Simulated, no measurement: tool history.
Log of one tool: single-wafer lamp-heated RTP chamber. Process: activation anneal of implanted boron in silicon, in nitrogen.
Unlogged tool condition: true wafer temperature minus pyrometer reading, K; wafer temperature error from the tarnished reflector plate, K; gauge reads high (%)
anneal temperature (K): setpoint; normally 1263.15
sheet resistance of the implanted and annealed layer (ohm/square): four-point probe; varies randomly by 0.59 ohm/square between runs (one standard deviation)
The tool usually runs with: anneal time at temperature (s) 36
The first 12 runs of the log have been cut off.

run    hour  anneal temperature (K)  anneal time at temperature (s)  wafers since the last listed run  wafers since the last pyrometer calibration  wafers since the reflector plate was cleaned  hours since the gauge calibration  read-back reference wafer on the same gauge, sheet resistance  sheet resistance of the implanted and annealed layer (ohm/square)
      869.7  -- gauge calibrated
      898.9  -- reflector plate cleaned
 13   899.4                 1263.15                              36                               937                                         2798                                             7                               29.7                                                         132.01                                                             113.33
 14   998.6                 1263.15                              36                              1500                                         4299                                          1508                              128.9                                                         132.19                                                             113.57
 15  1044.7                 1238.15                              28                               697                                         4996                                          2205                                175                                                         131.99                                                             132.63
 16    1118                 1263.15                              36                              1108                                         6105                                          3314                              248.3                                                         131.79                                                             112.75
 17  1173.4                 1263.15                              36                               838                                         6944                                          4152                              303.7                                                            132                                                             113.02
 18  1259.8                 1240.15                              49                              1307                                         8251                                          5460                              390.1                                                         131.97                                                             122.49
 19  1328.4                 1281.15                              19                              1037                                         9289                                          6497                              458.7                                                         131.99                                                             108.42
 20  1395.2                 1263.15                              50                              1010                                        10299                                          7508                              525.5                                                         132.14                                                             108.88
     1419.7  -- pyrometer window cleaned and pyrometer calibrated
 21  1476.8                 1292.15                              55                              1113                                          863                                          8621                              607.1                                                          131.9                                                               95.9
 22  1555.9                 1239.15                              48                              1196                                         2060                                          9818                              686.2                                                          132.1                                                             120.89
     1597.8  -- reflector plate cleaned
 23  1641.7                 1254.15                              28                              1177                                         3237                                           663                                772                                                         131.94                                                             121.06
 24  1685.5                 1263.15                              36                               662                                         3900                                          1326                              815.8                                                         132.24                                                             113.47
 25  1988.9                 1263.15                              40                              4590                                         8490                                          5916                             1119.2                                                         132.08                                                             111.54
 26  2062.6                 1291.15                              44                              1115                                         9605                                          7031                             1192.9                                                            132                                                              100.1
 27  2169.1                 1289.15                              36                              1611                                        11216                                          8642                             1299.4                                                         132.15                                                             101.79
     2191.7  -- pyrometer window cleaned and pyrometer calibrated
 28  2253.9                 1250.15                              36                              1161                                          941                                          9804                             1384.2                                                         131.86                                                             117.27
     2288.6  -- reflector plate cleaned
 29  2344.1                 1242.15                              50                              1243                                         2185                                           840                             1474.4                                                         132.16                                                             123.64
 30  2393.5                 1263.15                              36                               747                                         2932                                          1587                             1523.8                                                         132.08                                                             112.59
 31  2457.1                 1239.15                              19                               962                                         3894                                          2549                             1587.4                                                         132.29                                                                135
 32  2545.1                 1263.15                              45                              1331                                         5226                                          3881                             1675.4                                                         132.02                                                             111.56
 33  2598.7                 1240.15                              36                               810                                         6037                                          4692                               1729                                                         131.87                                                             125.87
 34    2699                 1273.15                              44                              1517                                         7554                                          6209                             1829.3                                                         131.94                                                             106.54
 35  2742.9                 1263.15                              36                               664                                         8218                                          6873                             1873.2                                                         131.87                                                             110.94
 36    2824                 1290.15                              49                              1226                                         9445                                          8100                             1954.3                                                         132.09                                                               99.1
     2861.5  -- pyrometer window cleaned and pyrometer calibrated
 37  2870.3                 1263.15                              21                               579                                          133                                          8680                             2000.6                                                         131.81                                                             114.05

Forecast each of these 3 alternatives for the next run:
  A  2870.7                 1263.15                              49                                 6                                          139                                          8686                               2001                                                              ?                                                                  ?
  B  2870.7                 1281.15                              29                                 6                                          139                                          8686                               2001                                                              ?                                                                  ?
  C  2870.7                 1248.15                              43                                 6                                          139                                          8686                               2001                                                              ?                                                                  ?

run  read-back reference wafer on the same gauge, sheet resistance  sheet resistance of the implanted and annealed layer (ohm/square)
  A                                                         131.94                                                             108.55
  B                                                         131.94                                                             105.36
  C                                                         131.94                                                             116.64
With the hidden condition removed and each run's random variation left untouched, the same runs would have given:
run  sheet resistance of the implanted and annealed layer (ohm/square)
  A                                                             112.12
  B                                                             108.04
  C                                                             121.47
